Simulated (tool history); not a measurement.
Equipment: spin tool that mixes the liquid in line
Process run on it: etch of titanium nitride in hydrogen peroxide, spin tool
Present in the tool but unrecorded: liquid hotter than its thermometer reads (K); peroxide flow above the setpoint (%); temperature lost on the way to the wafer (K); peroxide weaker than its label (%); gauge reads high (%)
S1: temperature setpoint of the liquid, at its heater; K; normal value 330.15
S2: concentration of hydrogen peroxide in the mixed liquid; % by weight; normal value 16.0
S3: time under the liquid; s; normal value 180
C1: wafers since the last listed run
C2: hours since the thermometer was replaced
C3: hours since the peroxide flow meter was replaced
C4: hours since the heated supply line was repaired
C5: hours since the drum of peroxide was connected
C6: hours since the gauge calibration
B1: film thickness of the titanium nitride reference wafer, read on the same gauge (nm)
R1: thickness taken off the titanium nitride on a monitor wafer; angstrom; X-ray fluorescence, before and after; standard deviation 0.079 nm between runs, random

run   hour      S1    S2   S3   C1     C2     C3      C4     C5     C6     B1     R1
  1    0.0  326.65  13.0  180    0  882.5    0.4  3269.8   62.1  143.1  79.99   72.4
  2   15.1  330.15  16.0  180   67  897.6   15.5  3284.9   77.2  158.2  80.01   95.3
      20.5  -- thermometer replaced
  3   26.3  333.15  12.0  120   45    5.8   26.7  3296.1   88.4  169.4  80.00   69.9
  4   33.1  339.15  18.0  180   30   12.6   33.5  3302.9   95.2  176.2  80.01  171.6
  5   43.1  330.15  16.0  275   44   22.6   43.5  3312.9  105.2  186.2  79.98  138.0
  6   56.0  330.15  16.0  180   57   35.5   56.4  3325.8  118.1  199.1  80.01   91.3
  7   73.0  334.65  12.0   95   75   52.5   73.4  3342.8  135.1  216.1  80.03   61.0
  8   85.6  330.15  16.0  230   56   65.1   86.0  3355.4  147.7  228.7  80.01  116.0
  9   96.6  333.15  12.5  180   48   76.1   97.0  3366.4  158.7  239.7  80.00  106.9
     101.2  -- heated supply line repaired
 10  111.2  330.15  12.0  280   60   90.7  111.6    10.0  173.3  254.3  79.99  153.4
 11  125.4  330.15  16.0  180   63  104.9  125.8    24.2  187.5  268.5  80.02  106.5
 12  140.8  330.15  16.0  180   68  120.3  141.2    39.6  202.9  283.9  79.99  105.6
 13  151.6  330.15  16.0  180   48  131.1  152.0    50.4  213.7  294.7  80.01  104.0
 14  158.5  338.15  21.0  230   30  138.0  158.9    57.3  220.6  301.6  80.01  247.2
 15  170.8  330.15  13.5  180   54  150.3  171.2    69.6  232.9  313.9  80.01  101.0
 16  184.9  330.15  16.0  180   62  164.4  185.3    83.7  247.0  328.0  80.01  104.3
 17  196.0  323.15  13.5  225   49  175.5  196.4    94.8  258.1  339.1  80.01   77.4
 18  203.7  330.15  16.0  120   34  183.2  204.1   102.5  265.8  346.8  80.02   70.3
 19  211.1  338.65  19.5  180   32  190.6  211.5   109.9  273.2  354.2  80.01  195.5
 20  225.2  330.15  16.0  180   62  204.7  225.6   124.0  287.3  368.3  80.03  105.5
 21  241.7  337.65  16.0  245   73  221.2  242.1   140.5  303.8  384.8  79.99  239.8
 22  259.4  330.15  16.0  180   78  238.9  259.8   158.2  321.5  402.5  79.98  105.9
 23  271.2  327.65  16.0  275   52  250.7  271.6   170.0  333.3  414.3  79.99  135.7
     276.0  -- gauge calibrated
 24  299.8  330.15  14.5  180  127  279.3  300.2   198.6  361.9   23.8  80.01  103.1
 25  308.5  337.65  16.0  245   38  288.0  308.9   207.3  370.6   32.5  80.00  238.2

What was the tool's hidden state at every run in the log?
peroxide flow above the setpoint (%): 0, the same for each run
peroxide weaker than its label (%): 0, the same for each run
gauge reads high (%): 0, the same for each run
H1: liquid hotter than its thermometer reads (K)
H2: temperature lost on the way to the wafer (K)
run      H1     H2
  1    0.87   2.29
  2   0.885    2.3
  3   0.044   2.31
  4  0.0507   2.31
  5  0.0606   2.32
  6  0.0733   2.33
  7    0.09   2.34
  8   0.102   2.35
  9   0.113   2.36
 10   0.128  0.211
 11   0.142  0.221
 12   0.157  0.231
 13   0.167  0.238
 14   0.174  0.243
 15   0.186  0.251
 16     0.2  0.261
 17   0.211  0.269
 18   0.219  0.274
 19   0.226  0.279
 20    0.24  0.288
 21   0.256    0.3
 22   0.274  0.312
 23   0.285   0.32
 24   0.313  0.339
 25   0.322  0.345

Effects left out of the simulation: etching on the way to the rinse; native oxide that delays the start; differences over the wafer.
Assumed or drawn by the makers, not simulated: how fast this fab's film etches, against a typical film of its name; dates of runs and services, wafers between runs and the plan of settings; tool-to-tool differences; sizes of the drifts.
